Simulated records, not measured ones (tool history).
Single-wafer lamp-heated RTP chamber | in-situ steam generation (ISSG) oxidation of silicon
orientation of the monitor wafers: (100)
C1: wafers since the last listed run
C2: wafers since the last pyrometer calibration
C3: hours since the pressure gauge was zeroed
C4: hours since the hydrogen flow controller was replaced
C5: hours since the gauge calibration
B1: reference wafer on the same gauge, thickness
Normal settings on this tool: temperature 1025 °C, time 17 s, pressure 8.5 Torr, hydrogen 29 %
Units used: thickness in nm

run 1 hour=0.0 | temperature=1025 time=17 pressure=8.5 hydrogen=29 | C1=0 C2=1868 C3=1628.3 C4=6153.1 C5=882.9 | B1=6.529 | thickness=5.828
run 2 hour=100.8 | temperature=1025 time=17 pressure=8.5 hydrogen=29 | C1=957 C2=2825 C3=1729.1 C4=6253.9 C5=983.7 | B1=6.529 | thickness=5.827
run 3 hour=157.9 | temperature=1025 time=17 pressure=8.5 hydrogen=29 | C1=542 C2=3368 C3=1786.2 C4=6311.0 C5=1040.8 | B1=6.522 | thickness=5.823
run 4 hour=220.5 | temperature=1025 time=17 pressure=8.5 hydrogen=29 | C1=594 C2=3962 C3=1848.8 C4=6373.6 C5=1103.4 | B1=6.526 | thickness=5.799
run 5 hour=307.2 | temperature=1025 time=17 pressure=8.5 hydrogen=29 | C1=823 C2=4785 C3=1935.5 C4=6460.3 C5=1190.1 | B1=6.528 | thickness=5.808
run 6 hour=380.7 | temperature=1025 time=17 pressure=8.5 hydrogen=29 | C1=697 C2=5483 C3=2009.0 C4=6533.8 C5=1263.6 | B1=6.536 | thickness=5.813
-- hour=470.6 pressure gauge zeroed
run 7 hour=471.1 | temperature=1025 time=17 pressure=8.5 hydrogen=29 | C1=782 C2=6266 C3=0.5 C4=6624.2 C5=1354.0 | B1=6.522 | thickness=5.836
-- hour=499.3 hydrogen flow controller replaced
run 8 hour=536.7 | temperature=1014 time=17 pressure=8.5 hydrogen=29 | C1=546 C2=6813 C3=66.1 C4=37.4 C5=1419.6 | B1=6.532 | thickness=5.527
run 9 hour=604.2 | temperature=1014 time=17 pressure=8.5 hydrogen=29 | C1=641 C2=7454 C3=133.6 C4=104.9 C5=1487.1 | B1=6.537 | thickness=5.524
-- hour=649.1 pyrometer window cleaned and pyrometer calibrated
run 10 hour=671.5 | temperature=1014 time=17 pressure=8.5 hydrogen=29 | C1=563 C2=213 C3=200.9 C4=172.2 C5=1554.4 | B1=6.524 | thickness=5.521
run 11 hour=709.7 | temperature=1025 time=17 pressure=8.5 hydrogen=29 | C1=362 C2=575 C3=239.1 C4=210.4 C5=1592.6 | B1=6.522 | thickness=5.798
run 12 hour=787.0 | temperature=1042 time=20 pressure=9.7 hydrogen=23 | C1=734 C2=1309 C3=316.4 C4=287.7 C5=1669.9 | B1=6.531 | thickness=6.331
run 13 hour=848.7 | temperature=1025 time=17 pressure=8.0 hydrogen=29 | C1=585 C2=1895 C3=378.1 C4=349.4 C5=1731.6 | B1=6.521 | thickness=5.865
run 14 hour=915.3 | temperature=1025 time=17 pressure=9.7 hydrogen=29 | C1=632 C2=2528 C3=444.7 C4=416.0 C5=1798.2 | B1=6.538 | thickness=5.692
run 15 hour=954.4 | temperature=1025 time=11 pressure=8.5 hydrogen=29 | C1=371 C2=2899 C3=483.8 C4=455.1 C5=1837.3 | B1=6.531 | thickness=4.765
run 16 hour=1006.5 | temperature=1025 time=20 pressure=8.5 hydrogen=29 | C1=494 C2=3394 C3=535.9 C4=507.2 C5=1889.4 | B1=6.531 | thickness=6.304
-- hour=1073.9 gauge calibrated
run 17 hour=1092.8 | temperature=1025 time=17 pressure=8.5 hydrogen=29 | C1=819 C2=4213 C3=622.2 C4=593.5 C5=18.9 | B1=6.538 | thickness=5.797
run 18 hour=1159.6 | temperature=1014 time=17 pressure=8.5 hydrogen=24 | C1=634 C2=4848 C3=689.0 C4=660.3 C5=85.7 | B1=6.535 | thickness=5.268
run 19 hour=1254.5 | temperature=1041 time=20 pressure=8.5 hydrogen=24 | C1=901 C2=5749 C3=783.9 C4=755.2 C5=180.6 | B1=6.526 | thickness=6.506
-- hour=1294.7 pyrometer window cleaned and pyrometer calibrated
run 20 hour=1327.6 | temperature=1025 time=17 pressure=9.1 hydrogen=32 | C1=618 C2=312 C3=857.0 C4=828.3 C5=253.7 | B1=6.525 | thickness=5.893
run 21 hour=1408.1 | temperature=1042 time=10 pressure=7.9 hydrogen=32 | C1=764 C2=1077 C3=937.5 C4=908.8 C5=334.2 | B1=6.524 | thickness=5.053
run 22 hour=1478.8 | temperature=1025 time=17 pressure=8.5 hydrogen=29 | C1=671 C2=1748 C3=1008.2 C4=979.5 C5=404.9 | B1=6.531 | thickness=5.798
run 23 hour=1572.6 | temperature=1025 time=17 pressure=8.5 hydrogen=29 | C1=890 C2=2639 C3=1102.0 C4=1073.3 C5=498.7 | B1=6.519 | thickness=5.796
run 24 hour=1622.6 | temperature=1019 time=17 pressure=8.5 hydrogen=29 | C1=474 C2=3114 C3=1152.0 C4=1123.3 C5=548.7 | B1=6.530 | thickness=5.673
run 25 hour=1705.2 | temperature=1013 time=14 pressure=9.9 hydrogen=32 | C1=784 C2=3898 C3=1234.6 C4=1205.9 C5=631.3 | B1=6.532 | thickness=5.010
run 26 hour=1802.9 | temperature=1025 time=22 pressure=9.4 hydrogen=29 | C1=927 C2=4826 C3=1332.3 C4=1303.6 C5=729.0 | B1=6.529 | thickness=6.465
run 27 hour=1874.4 | temperature=1041 time=15 pressure=8.5 hydrogen=32 | C1=678 C2=5505 C3=1403.8 C4=1375.1 C5=800.5 | B1=6.526 | thickness=6.068
run 28 hour=1976.0 | temperature=1019 time=12 pressure=8.5 hydrogen=32 | C1=964 C2=6470 C3=1505.4 C4=1476.7 C5=902.1 | B1=6.531 | thickness=4.948
-- hour=2064.3 pyrometer window cleaned and pyrometer calibrated
run 29 hour=2205.2 | temperature=1025 time=14 pressure=9.8 hydrogen=26 | C1=2100 C2=1337 C3=1734.6 C4=1705.9 C5=1131.3 | B1=6.531 | thickness=5.037
-- hour=2256.3 pressure gauge zeroed
run 30 hour=2268.6 | temperature=1025 time=17 pressure=7.0 hydrogen=32 | C1=526 C2=1863 C3=12.3 C4=1769.3 C5=1194.7 | B1=6.536 | thickness=6.010

Alternative continuations, all from the tool just after run 30; predict every row:
run A hour=2269.0 | temperature=1025 time=17 pressure=8.5 hydrogen=29 | C1=3 C2=1867 C3=12.7 C4=1769.7 C5=1195.1 | B1=? | thickness=?
run B hour=2269.0 | temperature=1025 time=14 pressure=7.8 hydrogen=29 | C1=3 C2=1867 C3=12.7 C4=1769.7 C5=1195.1 | B1=? | thickness=?
run C hour=2269.0 | temperature=1006 time=14 pressure=7.1 hydrogen=26 | C1=3 C2=1867 C3=12.7 C4=1769.7 C5=1195.1 | B1=? | thickness=?
run D hour=2269.0 | temperature=1025 time=17 pressure=8.5 hydrogen=32 | C1=3 C2=1867 C3=12.7 C4=1769.7 C5=1195.1 | B1=? | thickness=?
run E hour=2269.0 | temperature=1025 time=24 pressure=8.5 hydrogen=29 | C1=3 C2=1867 C3=12.7 C4=1769.7 C5=1195.1 | B1=? | thickness=?

run=A B1=6.528 thickness=5.801
run=B B1=6.528 thickness=5.333
run=C B1=6.528 thickness=4.788
run=D B1=6.528 thickness=5.952
run=E B1=6.528 thickness=6.853
Without the tool's unlogged condition, the same runs would have read:
run=A thickness=5.801
run=B thickness=5.333
run=C thickness=4.788
run=D thickness=5.952
run=E thickness=6.853
